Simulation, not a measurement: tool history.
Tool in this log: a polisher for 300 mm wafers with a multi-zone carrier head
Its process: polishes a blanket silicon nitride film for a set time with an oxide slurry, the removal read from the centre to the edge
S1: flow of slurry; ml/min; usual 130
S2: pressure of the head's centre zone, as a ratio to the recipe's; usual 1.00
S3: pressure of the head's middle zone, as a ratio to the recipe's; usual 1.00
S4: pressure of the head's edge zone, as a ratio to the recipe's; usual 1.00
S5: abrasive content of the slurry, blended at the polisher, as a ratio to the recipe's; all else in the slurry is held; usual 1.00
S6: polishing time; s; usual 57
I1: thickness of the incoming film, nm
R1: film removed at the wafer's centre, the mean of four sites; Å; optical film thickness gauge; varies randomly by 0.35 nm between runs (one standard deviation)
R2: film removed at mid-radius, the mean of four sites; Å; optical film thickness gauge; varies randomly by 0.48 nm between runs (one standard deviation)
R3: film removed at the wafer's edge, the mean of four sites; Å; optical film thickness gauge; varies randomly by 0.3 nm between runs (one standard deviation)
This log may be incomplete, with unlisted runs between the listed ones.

run 1 hour=0.0 | S1=130 S2=1.00 S3=1.00 S4=1.08 S5=1.00 S6=57 | I1=550.6 | R1=318 R2=305 R3=333
run 2 hour=31.7 | S1=130 S2=1.00 S3=1.00 S4=1.08 S5=1.00 S6=57 | I1=554.2 | R1=339 R2=325 R3=348
run 3 hour=64.7 | S1=130 S2=1.00 S3=1.00 S4=1.00 S5=1.00 S6=49 | I1=554.5 | R1=288 R2=279 R3=288
run 4 hour=77.9 | S1=130 S2=1.00 S3=1.00 S4=1.00 S5=1.00 S6=49 | I1=550.4 | R1=287 R2=278 R3=286
run 5 hour=112.0 | S1=130 S2=1.00 S3=1.00 S4=1.00 S5=1.00 S6=49 | I1=547.4 | R1=280 R2=271 R3=284
run 6 hour=138.2 | S1=130 S2=1.00 S3=1.00 S4=1.00 S5=1.00 S6=44 | I1=556.3 | R1=249 R2=238 R3=252
run 7 hour=161.3 | S1=130 S2=1.00 S3=1.00 S4=1.00 S5=0.90 S6=57 | I1=540.5 | R1=292 R2=283 R3=301
run 8 hour=253.8 | S1=130 S2=0.93 S3=1.00 S4=0.93 S5=1.00 S6=57 | I1=556.1 | R1=300 R2=316 R3=314
run 9 hour=287.6 | S1=130 S2=0.93 S3=1.00 S4=0.93 S5=1.00 S6=57 | I1=561.2 | R1=291 R2=314 R3=306
run 10 hour=304.6 | S1=130 S2=1.00 S3=1.00 S4=0.97 S5=1.00 S6=57 | I1=548.5 | R1=313 R2=306 R3=310
run 11 hour=333.2 | S1=115 S2=0.91 S3=1.00 S4=1.00 S5=1.00 S6=57 | I1=555.2 | R1=269 R2=280 R3=301
run 12 hour=348.8 | S1=130 S2=0.93 S3=1.00 S4=1.00 S5=1.00 S6=57 | I1=552.4 | R1=302 R2=326 R3=333
run 13 hour=373.8 | S1=130 S2=1.00 S3=0.91 S4=1.00 S5=0.85 S6=77 | I1=551.8 | R1=400 R2=361 R3=409
run 14 hour=408.1 | S1=130 S2=1.00 S3=1.00 S4=1.08 S5=1.00 S6=57 | I1=554.4 | R1=322 R2=320 R3=348
run 15 hour=428.7 | S1=130 S2=1.00 S3=1.09 S4=1.00 S5=1.00 S6=66 | I1=546.9 | R1=372 R2=392 R3=374
run 16 hour=452.3 | S1=150 S2=0.92 S3=1.00 S4=1.00 S5=1.00 S6=57 | I1=553.7 | R1=309 R2=323 R3=332
run 17 hour=479.4 | S1=115 S2=1.00 S3=1.05 S4=1.00 S5=0.75 S6=49 | I1=555.1 | R1=248 R2=248 R3=244
run 18 hour=512.5 | S1=130 S2=1.00 S3=1.00 S4=1.00 S5=1.00 S6=57 | I1=552.1 | R1=350 R2=347 R3=344
run 19 hour=539.7 | S1=130 S2=1.00 S3=1.09 S4=1.00 S5=1.00 S6=66 | I1=550.4 | R1=401 R2=407 R3=392
run 20 hour=566.3 | S1=100 S2=1.00 S3=1.00 S4=1.00 S5=1.00 S6=46 | I1=544.4 | R1=253 R2=244 R3=258
run 21 hour=583.0 | S1=105 S2=1.00 S3=0.90 S4=1.00 S5=0.75 S6=62 | I1=553.0 | R1=290 R2=257 R3=287

Not shown here: 9 entries made in the log between runs. Locate each between two listed runs and compare the hidden state at the listed run before it with the hidden state at the listed run after it:
In the gap between runs 1 and 2: worn pad replaced by a new one (hour 27.4)
  removal rate lost through wear of the pad, %: 5.45 -> 0.305; slurry flow missing at the pad, %: 26.2 -> 27.2
  measured less the result without the state, R1: -45 -> -30 Å; R2: -41 -> -25 Å; R3: -36 -> -19 Å
In the gap between runs 7 and 8: worn pad replaced by a new one (hour 182.6); edge zone pressure recalibrated (hour 200.8); carrier head's membrane replaced by a new one (hour 252.8)
  removal rate lost through wear of the pad, %: 5.62 -> 2.29; slurry flow missing at the pad, %: 30.1 -> 31.4
  measured less the result without the state, R1: -48 -> -39 Å; R2: -42 -> -37 Å; R3: -37 -> -27 Å
In the gap between runs 9 and 10: centre zone pressure recalibrated (hour 299.9)
  removal rate lost through wear of the pad, %: 4.06 -> 5.21; slurry flow missing at the pad, %: 31.7 -> 31.9
  measured less the result without the state, R1: -45 -> -52 Å; R2: -43 -> -47 Å; R3: -33 -> -38 Å
In the gap between runs 11 and 12: worn pad replaced by a new one (hour 344.9)
  removal rate lost through wear of the pad, %: 7.52 -> 0.2; slurry flow missing at the pad, %: 32.1 -> 32.2
  measured less the result without the state, R1: -57 -> -33 Å; R2: -54 -> -31 Å; R3: -47 -> -22 Å
In the gap between runs 16 and 17: slurry nozzle cleaned (hour 460.4); worn pad replaced by a new one (hour 479.0)
  removal rate lost through wear of the pad, %: 3.62 -> 0.868; slurry flow missing at the pad, %: 32.9 -> 5.34
  measured less the result without the state, R1: -43 -> -6 Å; R2: -41 -> -5 Å; R3: -33 -> -4 Å
In the gap between runs 20 and 21: edge zone pressure recalibrated (hour 570.7)
  removal rate lost through wear of the pad, %: 3.13 -> 4.08; slurry flow missing at the pad, %: 15 -> 16.4
  measured less the result without the state, R1: -21 -> -29 Å; R2: -19 -> -24 Å; R3: -17 -> -22 Å

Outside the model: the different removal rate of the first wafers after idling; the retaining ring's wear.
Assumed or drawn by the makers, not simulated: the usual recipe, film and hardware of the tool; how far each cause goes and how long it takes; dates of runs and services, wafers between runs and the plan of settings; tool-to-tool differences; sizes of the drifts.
